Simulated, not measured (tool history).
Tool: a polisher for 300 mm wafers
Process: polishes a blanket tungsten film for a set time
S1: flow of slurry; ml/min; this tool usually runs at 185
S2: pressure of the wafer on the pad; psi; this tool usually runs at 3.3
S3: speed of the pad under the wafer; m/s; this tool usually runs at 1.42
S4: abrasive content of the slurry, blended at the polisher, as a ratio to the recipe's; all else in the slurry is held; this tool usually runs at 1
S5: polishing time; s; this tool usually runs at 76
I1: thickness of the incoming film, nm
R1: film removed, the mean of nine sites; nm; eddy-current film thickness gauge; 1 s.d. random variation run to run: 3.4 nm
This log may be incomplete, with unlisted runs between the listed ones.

run 1 hour=0 | S1=185 S2=3.3 S3=1.04 S4=1 S5=76 | I1=1553 | R1=334.1
run 2 hour=21.3 | S1=185 S2=3.3 S3=1.04 S4=1 S5=76 | I1=1524.1 | R1=330.3
-- hour=24.1 head pressure recalibrated
run 3 hour=40 | S1=185 S2=3.3 S3=1.04 S4=1 S5=76 | I1=1539 | R1=327.2
run 4 hour=74 | S1=185 S2=3.3 S3=1.18 S4=1 S5=76 | I1=1507.8 | R1=359.2
run 5 hour=89.7 | S1=185 S2=3.3 S3=1.18 S4=1 S5=76 | I1=1549.7 | R1=351.1
-- hour=101.9 slurry tank refilled with fresh slurry and peroxide
run 6 hour=102.3 | S1=185 S2=3.3 S3=1.42 S4=1 S5=76 | I1=1541.5 | R1=421.1
-- hour=107.1 slurry nozzle cleaned
-- hour=115.2 worn pad replaced by a new one
run 7 hour=123.9 | S1=185 S2=4.3 S3=1.42 S4=1 S5=99 | I1=1548.1 | R1=707.2
run 8 hour=153.6 | S1=185 S2=3.3 S3=1.42 S4=1 S5=76 | I1=1574.4 | R1=412.5
run 9 hour=177.4 | S1=185 S2=3 S3=1.64 S4=1.2 S5=92 | I1=1544.8 | R1=555.5
-- hour=189 slurry blender recalibrated
run 10 hour=207.4 | S1=185 S2=3.3 S3=1.42 S4=1 S5=90 | I1=1530.3 | R1=518.6
run 11 hour=229.8 | S1=230 S2=3.3 S3=1.42 S4=1.2 S5=76 | I1=1573.5 | R1=470.9
run 12 hour=261.6 | S1=135 S2=3.3 S3=1.02 S4=1 S5=76 | I1=1535.3 | R1=291.7
run 13 hour=294.3 | S1=135 S2=3.3 S3=1.02 S4=1 S5=76 | I1=1552 | R1=285.1
run 14 hour=311.8 | S1=185 S2=3.3 S3=1.42 S4=1 S5=84 | I1=1514.7 | R1=452.3
-- hour=317.1 worn pad replaced by a new one
run 15 hour=340.6 | S1=185 S2=3.3 S3=1.42 S4=1 S5=76 | I1=1526.5 | R1=407.8
-- hour=346 slurry tank refilled with fresh slurry and peroxide
run 16 hour=373.9 | S1=185 S2=4.3 S3=1.42 S4=1 S5=99 | I1=1549.4 | R1=685.1
run 17 hour=386.1 | S1=185 S2=3.3 S3=1.42 S4=1 S5=68 | I1=1542.4 | R1=359.2
-- hour=412.9 slurry blender recalibrated
run 18 hour=421.8 | S1=185 S2=3.3 S3=1.42 S4=1 S5=76 | I1=1546.3 | R1=449.3
run 19 hour=442.2 | S1=150 S2=3.3 S3=1.06 S4=0.8 S5=83 | I1=1522.4 | R1=319.2
run 20 hour=457.8 | S1=185 S2=2.2 S3=1.42 S4=0.8 S5=76 | I1=1539.7 | R1=261.7
run 21 hour=480.6 | S1=185 S2=2.6 S3=1.42 S4=1 S5=51 | I1=1520 | R1=226.8
run 22 hour=497.2 | S1=185 S2=3.3 S3=1.42 S4=1 S5=76 | I1=1539.4 | R1=423.5
-- hour=504.5 worn pad replaced by a new one
run 23 hour=531.6 | S1=165 S2=2.5 S3=1.1 S4=1 S5=102 | I1=1539.5 | R1=327.3
-- hour=540.3 slurry tank refilled with fresh slurry and peroxide
run 24 hour=552.1 | S1=185 S2=3.3 S3=1.42 S4=1 S5=76 | I1=1546.6 | R1=411.9
-- hour=613.6 slurry blender recalibrated
run 25 hour=652.1 | S1=230 S2=2.1 S3=0.94 S4=0.7 S5=76 | I1=1552.1 | R1=168
-- hour=654.5 head pressure recalibrated
run 26 hour=677 | S1=185 S2=2.5 S3=1.14 S4=1 S5=76 | I1=1506.2 | R1=265.6
run 27 hour=708.6 | S1=185 S2=3.3 S3=1.42 S4=1 S5=76 | I1=1520.6 | R1=423

Consider 3 possible next runs. They are alternatives, not a sequence: every one starts from the tool as it was left by run 27. What does each give?
run A hour=709 | S1=185 S2=4.1 S3=1.42 S4=1 S5=76 | I1=1532.5 | R1=?
run B hour=709 | S1=235 S2=4.4 S3=1.42 S4=1 S5=76 | I1=1532.5 | R1=?
run C hour=709 | S1=145 S2=3.3 S3=1.42 S4=1 S5=85 | I1=1532.5 | R1=?

run=A R1=520.7
run=B R1=577.5
run=C R1=448.6
What these runs would have given with no unlogged condition in the tool:
run=A R1=561.7
run=B R1=622.9
run=C R1=483.8
